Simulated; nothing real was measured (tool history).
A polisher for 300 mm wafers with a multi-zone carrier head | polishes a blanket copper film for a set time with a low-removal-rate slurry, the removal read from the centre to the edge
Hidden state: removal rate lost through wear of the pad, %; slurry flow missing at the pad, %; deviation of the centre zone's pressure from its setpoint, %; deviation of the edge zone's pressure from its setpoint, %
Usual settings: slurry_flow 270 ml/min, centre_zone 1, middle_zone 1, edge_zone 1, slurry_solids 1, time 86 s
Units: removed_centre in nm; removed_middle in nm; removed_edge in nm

run	hour	slurry_flow	centre_zone	middle_zone	edge_zone	slurry_solids	time	wafers since the last listed run	wafers polished on this pad	hours since the slurry nozzle was cleaned	hours since the centre zone pressure was calibrated	hours since the edge zone pressure was calibrated	hours since the carrier head's membrane was replaced	incoming thickness of the incoming film, nm	removed_centre	removed_middle	removed_edge
1	0	270	1	1.07	1	1	86	0	1996	65.3	147.9	1174.9	951.5	1443	194.2	221.2	203
2	24.3	270	1	1.07	1	1	86	277	2274	89.6	172.2	1199.2	975.8	1444.4	190.2	219.7	203.5
# hour 54.8: worn pad replaced by a new one
3	60.1	270	1	1	1	1	86	363	60	125.4	208	1235	1011.6	1455.1	206.8	221.9	219.6
4	136.1	175	1	1	1.06	1	86	868	928	201.4	284	1311	1087.6	1420.3	187.1	207.8	210.6
5	151.7	270	1	1	1	1	76	178	1107	217	299.6	1326.6	1103.2	1443.1	172.9	190	186.6
6	180.3	270	1	1	1	1	61	326	1434	245.6	328.2	1355.2	1131.8	1430.2	136.9	148.1	148.6
7	212.8	270	1	1.07	1	1	86	371	1805	278.1	360.7	1387.7	1164.3	1405.5	189.3	219.9	206.3
# hour 216.3: centre zone pressure recalibrated
8	234.5	270	1	1.1	1	1.3	86	225	2030	299.8	18.2	1409.4	1186	1458	214.4	235.1	214.2
# hour 247.3: edge zone pressure recalibrated
# hour 253: worn pad replaced by a new one
9	257.9	210	1	1.09	1	1	98	198	55	323.2	41.6	10.6	1209.4	1440.1	240.1	263.2	246.6
10	289.2	270	1	1	1	1	86	357	413	354.5	72.9	41.9	1240.7	1453.7	211	217.1	220.3
11	302.1	270	1	1	1	1	86	147	560	367.4	85.8	54.8	1253.6	1408.4	210.3	217.1	219
12	314.8	270	1	1	1	1	86	145	705	380.1	98.5	67.5	1266.3	1436.8	207.9	215.9	216.4
13	344	270	1.04	1	1	1	86	333	1039	409.3	127.7	96.7	1295.5	1420.4	211.5	215.5	214.2
14	367.4	270	1	1	1	1	86	267	1306	432.7	151.1	120.1	1318.9	1429.8	200.9	211.2	210.4
15	396.8	270	1	1	1	1	70	336	1642	462.1	180.5	149.5	1348.3	1430.2	159.8	167.8	168.6
# hour 423.7: carrier head's membrane replaced by a new one
16	424.2	270	1	1	1	1	86	256	1898	489.5	207.9	176.9	0.5	1440	194.4	207.1	207.3
# hour 468.2: worn pad replaced by a new one
17	504.8	270	1	1	1	1	94	875	418	570.1	288.5	257.5	81.1	1399.7	221.4	236.2	239.5
18	530.2	270	1	1	1.08	1	86	290	708	595.5	313.9	282.9	106.5	1425.6	200.2	217	218.6
19	551.5	180	0.92	1	1.07	1	86	243	951	616.8	335.2	304.2	127.8	1463.3	175.5	203.2	209.4
20	568.5	270	1	1	1	1	86	194	1146	633.8	352.2	321.2	144.8	1435.6	195.2	214.5	212.3
21	625.5	270	1.04	1.05	1	1	86	651	1797	690.8	409.2	378.2	201.8	1441.2	201	213.5	206.3
# hour 641.4: slurry nozzle cleaned
22	661.1	270	1	1.04	1.03	1.25	56	395	2192	19.7	444.8	413.8	237.4	1419.2	126.3	143.7	137.7

Forecast each of these 3 alternatives for the next run:
A	661.6	270	1	1	1	1	86	5	2198	20.2	445.3	414.3	237.9	1433.3	?	?	?
B	661.6	270	1.09	1	1	1	107	5	2198	20.2	445.3	414.3	237.9	1433.3	?	?	?
C	661.6	315	1	0.96	1	1	73	5	2198	20.2	445.3	414.3	237.9	1433.3	?	?	?

run	removed_centre	removed_middle	removed_edge
A	186.7	201.8	201.3
B	253.5	250.9	250.5
C	160.6	167.5	172.6
Without the tool's hidden state the same runs would have given:
run	removed_centre	removed_middle	removed_edge
A	223	221.4	221
B	302.6	275.3	275
C	191.8	183.8	189.4

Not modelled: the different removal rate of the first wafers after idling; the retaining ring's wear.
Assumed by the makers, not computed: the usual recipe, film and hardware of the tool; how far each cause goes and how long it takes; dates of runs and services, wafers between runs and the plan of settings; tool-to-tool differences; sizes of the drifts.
